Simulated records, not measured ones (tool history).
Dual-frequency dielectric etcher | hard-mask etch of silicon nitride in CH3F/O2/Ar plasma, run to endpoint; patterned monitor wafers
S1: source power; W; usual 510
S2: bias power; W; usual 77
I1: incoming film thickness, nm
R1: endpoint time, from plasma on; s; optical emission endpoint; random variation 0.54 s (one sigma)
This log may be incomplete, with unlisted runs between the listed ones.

run 1 hour=0 | S1=430 S2=77 | I1=49.17 | R1=67.9
run 2 hour=11.2 | S1=510 S2=77 | I1=49.45 | R1=65.2
run 3 hour=28.2 | S1=510 S2=77 | I1=48.98 | R1=63.3
run 4 hour=35.1 | S1=510 S2=77 | I1=48.93 | R1=64
-- hour=62.6 wet clean of the chamber
run 5 hour=63.1 | S1=410 S2=82 | I1=49.76 | R1=68.8
run 6 hour=63.4 | S1=510 S2=62 | I1=49.45 | R1=68.8
run 7 hour=68.7 | S1=510 S2=77 | I1=48.97 | R1=64.6
run 8 hour=84.3 | S1=510 S2=77 | I1=49.07 | R1=64.6
run 9 hour=100.8 | S1=510 S2=77 | I1=49.41 | R1=65.2
run 10 hour=110.9 | S1=510 S2=77 | I1=49.6 | R1=65.3
run 11 hour=124.4 | S1=510 S2=77 | I1=49.39 | R1=65.1
run 12 hour=138.9 | S1=510 S2=67 | I1=48.97 | R1=66.6
run 13 hour=150.1 | S1=510 S2=77 | I1=49.41 | R1=64.5
run 14 hour=163.8 | S1=590 S2=59 | I1=49.28 | R1=65.9
-- hour=175.8 bias power generator calibrated
run 15 hour=176.3 | S1=510 S2=69 | I1=49.14 | R1=65.7
-- hour=180.8 source power generator calibrated
run 16 hour=182.8 | S1=510 S2=77 | I1=49.3 | R1=64
run 17 hour=196 | S1=410 S2=84 | I1=49.33 | R1=67.2
run 18 hour=210.4 | S1=380 S2=77 | I1=49.41 | R1=70
-- hour=235.8 upper electrode replaced
run 19 hour=236.3 | S1=570 S2=91 | I1=49.6 | R1=59.2
run 20 hour=242.8 | S1=570 S2=77 | I1=49.37 | R1=62.1
run 21 hour=257.3 | S1=510 S2=77 | I1=49.68 | R1=64.9
run 22 hour=273.6 | S1=510 S2=77 | I1=49.06 | R1=64.3
run 23 hour=280.8 | S1=630 S2=90 | I1=49.29 | R1=57.3
run 24 hour=307 | S1=390 S2=62 | I1=49.16 | R1=74.3
run 25 hour=314.5 | S1=510 S2=72 | I1=49.5 | R1=66.1
run 26 hour=323.7 | S1=450 S2=59 | I1=49.39 | R1=73.4
run 27 hour=365.3 | S1=600 S2=68 | I1=49.74 | R1=64.5
run 28 hour=371.6 | S1=510 S2=64 | I1=49.43 | R1=69.2
run 29 hour=378 | S1=440 S2=77 | I1=49.49 | R1=67.3
run 30 hour=387.1 | S1=510 S2=84 | I1=48.84 | R1=62.2
run 31 hour=404.3 | S1=550 S2=93 | I1=49.26 | R1=59.7
-- hour=437.2 wet clean of the chamber
run 32 hour=437.7 | S1=510 S2=77 | I1=49.29 | R1=64.9
run 33 hour=438.1 | S1=580 S2=64 | I1=49.53 | R1=65
run 34 hour=438.4 | S1=510 S2=77 | I1=49.03 | R1=64.7

Alternative continuations, all from the tool just after run 34; predict every row:
run A hour=438.8 | S1=400 S2=77 | I1=49.16 | R1=?
run B hour=438.8 | S1=570 S2=65 | I1=49.16 | R1=?
run C hour=438.8 | S1=470 S2=85 | I1=49.16 | R1=?
run D hour=438.8 | S1=420 S2=61 | I1=49.16 | R1=?
run E hour=438.8 | S1=560 S2=77 | I1=49.16 | R1=?

run=A R1=68.3
run=B R1=64.6
run=C R1=63
run=D R1=72.5
run=E R1=61.6
Without the tool's hidden state the same runs would have given:
run=A R1=68.3
run=B R1=64.6
run=C R1=63
run=D R1=72.5
run=E R1=61.6
